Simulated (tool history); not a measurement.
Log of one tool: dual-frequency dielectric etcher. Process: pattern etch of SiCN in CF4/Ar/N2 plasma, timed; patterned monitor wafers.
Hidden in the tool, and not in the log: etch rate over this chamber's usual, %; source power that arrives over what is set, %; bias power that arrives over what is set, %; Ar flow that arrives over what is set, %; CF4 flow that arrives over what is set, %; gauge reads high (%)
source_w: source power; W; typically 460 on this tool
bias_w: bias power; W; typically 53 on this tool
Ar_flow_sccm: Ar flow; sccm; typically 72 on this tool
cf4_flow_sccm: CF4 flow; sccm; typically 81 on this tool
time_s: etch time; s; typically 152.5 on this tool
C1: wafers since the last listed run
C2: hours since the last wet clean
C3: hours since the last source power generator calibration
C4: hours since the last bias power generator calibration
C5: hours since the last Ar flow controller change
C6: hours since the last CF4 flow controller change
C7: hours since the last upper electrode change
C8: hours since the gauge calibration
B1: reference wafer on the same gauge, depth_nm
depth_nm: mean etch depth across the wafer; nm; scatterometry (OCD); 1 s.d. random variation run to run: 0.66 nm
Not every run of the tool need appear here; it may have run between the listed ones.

run 1 hour=0 | source_w=460 bias_w=59 Ar_flow_sccm=72 cf4_flow_sccm=81 time_s=152.5 | C1=0 C2=147.5 C3=136.9 C4=4612 C5=2393.7 C6=5055.7 C7=108.4 C8=153.9 | B1=119.4 | depth_nm=145.7
run 2 hour=27.1 | source_w=430 bias_w=40 Ar_flow_sccm=86 cf4_flow_sccm=73 time_s=152.5 | C1=178 C2=174.6 C3=164 C4=4639.1 C5=2420.8 C6=5082.8 C7=135.5 C8=181 | B1=119.6 | depth_nm=109.3
run 3 hour=43.5 | source_w=460 bias_w=53 Ar_flow_sccm=72 cf4_flow_sccm=81 time_s=152.5 | C1=108 C2=191 C3=180.4 C4=4655.5 C5=2437.2 C6=5099.2 C7=151.9 C8=197.4 | B1=119.7 | depth_nm=140
run 4 hour=71.9 | source_w=460 bias_w=53 Ar_flow_sccm=72 cf4_flow_sccm=72 time_s=136.5 | C1=187 C2=219.4 C3=208.8 C4=4683.9 C5=2465.6 C6=5127.6 C7=180.3 C8=225.8 | B1=119.8 | depth_nm=121.8
run 5 hour=103.1 | source_w=460 bias_w=56 Ar_flow_sccm=72 cf4_flow_sccm=81 time_s=152.5 | C1=205 C2=250.6 C3=240 C4=4715.1 C5=2496.8 C6=5158.8 C7=211.5 C8=257 | B1=120.2 | depth_nm=143.2
run 6 hour=127.4 | source_w=460 bias_w=53 Ar_flow_sccm=72 cf4_flow_sccm=81 time_s=152.5 | C1=160 C2=274.9 C3=264.3 C4=4739.4 C5=2521.1 C6=5183.1 C7=235.8 C8=281.3 | B1=120.2 | depth_nm=140.4
run 7 hour=147.9 | source_w=560 bias_w=53 Ar_flow_sccm=57 cf4_flow_sccm=62 time_s=165.5 | C1=135 C2=295.4 C3=284.8 C4=4759.9 C5=2541.6 C6=5203.6 C7=256.3 C8=301.8 | B1=120.2 | depth_nm=188.9
run 8 hour=163.8 | source_w=460 bias_w=53 Ar_flow_sccm=72 cf4_flow_sccm=81 time_s=152.5 | C1=104 C2=311.3 C3=300.7 C4=4775.8 C5=2557.5 C6=5219.5 C7=272.2 C8=317.7 | B1=120.5 | depth_nm=139.4
run 9 hour=194.9 | source_w=460 bias_w=53 Ar_flow_sccm=80 cf4_flow_sccm=88 time_s=176.5 | C1=204 C2=342.4 C3=331.8 C4=4806.9 C5=2588.6 C6=5250.6 C7=303.3 C8=348.8 | B1=120.7 | depth_nm=161.8
run 10 hour=211.8 | source_w=460 bias_w=53 Ar_flow_sccm=72 cf4_flow_sccm=81 time_s=152.5 | C1=111 C2=359.3 C3=348.7 C4=4823.8 C5=2605.5 C6=5267.5 C7=320.2 C8=365.7 | B1=121 | depth_nm=140.6
run 11 hour=238.7 | source_w=460 bias_w=53 Ar_flow_sccm=72 cf4_flow_sccm=81 time_s=182 | C1=177 C2=386.2 C3=375.6 C4=4850.7 C5=2632.4 C6=5294.4 C7=347.1 C8=392.6 | B1=121 | depth_nm=166.7
-- hour=248.7 Ar flow controller replaced
run 12 hour=256.7 | source_w=400 bias_w=53 Ar_flow_sccm=79 cf4_flow_sccm=68 time_s=172.5 | C1=79 C2=404.2 C3=393.6 C4=4868.7 C5=8 C6=5312.4 C7=365.1 C8=410.6 | B1=121.1 | depth_nm=130.8
run 13 hour=279.2 | source_w=460 bias_w=53 Ar_flow_sccm=72 cf4_flow_sccm=81 time_s=135.5 | C1=148 C2=426.7 C3=416.1 C4=4891.2 C5=30.5 C6=5334.9 C7=387.6 C8=433.1 | B1=121.4 | depth_nm=123.8
run 14 hour=310.1 | source_w=370 bias_w=65 Ar_flow_sccm=72 cf4_flow_sccm=98 time_s=184 | C1=203 C2=457.6 C3=447 C4=4922.1 C5=61.4 C6=5365.8 C7=418.5 C8=464 | B1=121.3 | depth_nm=148.3
-- hour=315.3 bias power generator calibrated
-- hour=318.6 CF4 flow controller replaced
run 15 hour=343.1 | source_w=400 bias_w=50 Ar_flow_sccm=72 cf4_flow_sccm=81 time_s=152.5 | C1=169 C2=490.6 C3=480 C4=27.8 C5=94.4 C6=24.5 C7=451.5 C8=497 | B1=121.6 | depth_nm=119
run 16 hour=370.4 | source_w=460 bias_w=53 Ar_flow_sccm=72 cf4_flow_sccm=81 time_s=152.5 | C1=179 C2=517.9 C3=507.3 C4=55.1 C5=121.7 C6=51.8 C7=478.8 C8=524.3 | B1=121.4 | depth_nm=141.8
run 17 hour=386.6 | source_w=460 bias_w=53 Ar_flow_sccm=62 cf4_flow_sccm=81 time_s=152.5 | C1=106 C2=534.1 C3=523.5 C4=71.3 C5=137.9 C6=68 C7=495 C8=540.5 | B1=121.5 | depth_nm=145.2
-- hour=430.2 wet clean of the chamber
run 18 hour=430.7 | source_w=540 bias_w=53 Ar_flow_sccm=67 cf4_flow_sccm=72 time_s=152.5 | C1=132 C2=0.5 C3=567.6 C4=115.4 C5=182 C6=112.1 C7=539.1 C8=584.6 | B1=121.6 | depth_nm=166.2
run 19 hour=442.5 | source_w=460 bias_w=53 Ar_flow_sccm=72 cf4_flow_sccm=81 time_s=152.5 | C1=77 C2=12.3 C3=579.4 C4=127.2 C5=193.8 C6=123.9 C7=550.9 C8=596.4 | B1=121.7 | depth_nm=141.7
run 20 hour=477.4 | source_w=460 bias_w=63 Ar_flow_sccm=72 cf4_flow_sccm=81 time_s=152.5 | C1=229 C2=47.2 C3=614.3 C4=162.1 C5=228.7 C6=158.8 C7=585.8 C8=631.3 | B1=121.8 | depth_nm=152.3
run 21 hour=509.6 | source_w=460 bias_w=53 Ar_flow_sccm=72 cf4_flow_sccm=81 time_s=152.5 | C1=212 C2=79.4 C3=646.5 C4=194.3 C5=260.9 C6=191 C7=618 C8=663.5 | B1=122 | depth_nm=141.3
run 22 hour=541.4 | source_w=460 bias_w=53 Ar_flow_sccm=72 cf4_flow_sccm=81 time_s=152.5 | C1=209 C2=111.2 C3=678.3 C4=226.1 C5=292.7 C6=222.8 C7=649.8 C8=695.3 | B1=122.1 | depth_nm=142.5

Forecast each of these 3 alternatives for the next run:
run A hour=541.9 | source_w=460 bias_w=53 Ar_flow_sccm=72 cf4_flow_sccm=81 time_s=190.5 | C1=3 C2=111.7 C3=678.8 C4=226.6 C5=293.2 C6=223.3 C7=650.3 C8=695.8 | B1=? | depth_nm=?
run B hour=541.9 | source_w=460 bias_w=59 Ar_flow_sccm=90 cf4_flow_sccm=81 time_s=152.5 | C1=3 C2=111.7 C3=678.8 C4=226.6 C5=293.2 C6=223.3 C7=650.3 C8=695.8 | B1=? | depth_nm=?
run C hour=541.9 | source_w=460 bias_w=53 Ar_flow_sccm=72 cf4_flow_sccm=101 time_s=152.5 | C1=3 C2=111.7 C3=678.8 C4=226.6 C5=293.2 C6=223.3 C7=650.3 C8=695.8 | B1=? | depth_nm=?

run=A B1=121.9 depth_nm=176
run=B B1=121.9 depth_nm=141.6
run=C B1=121.9 depth_nm=144.6
Without the tool's unlogged condition, the same runs would have read:
run=A depth_nm=168.8
run=B depth_nm=135.8
run=C depth_nm=138.8
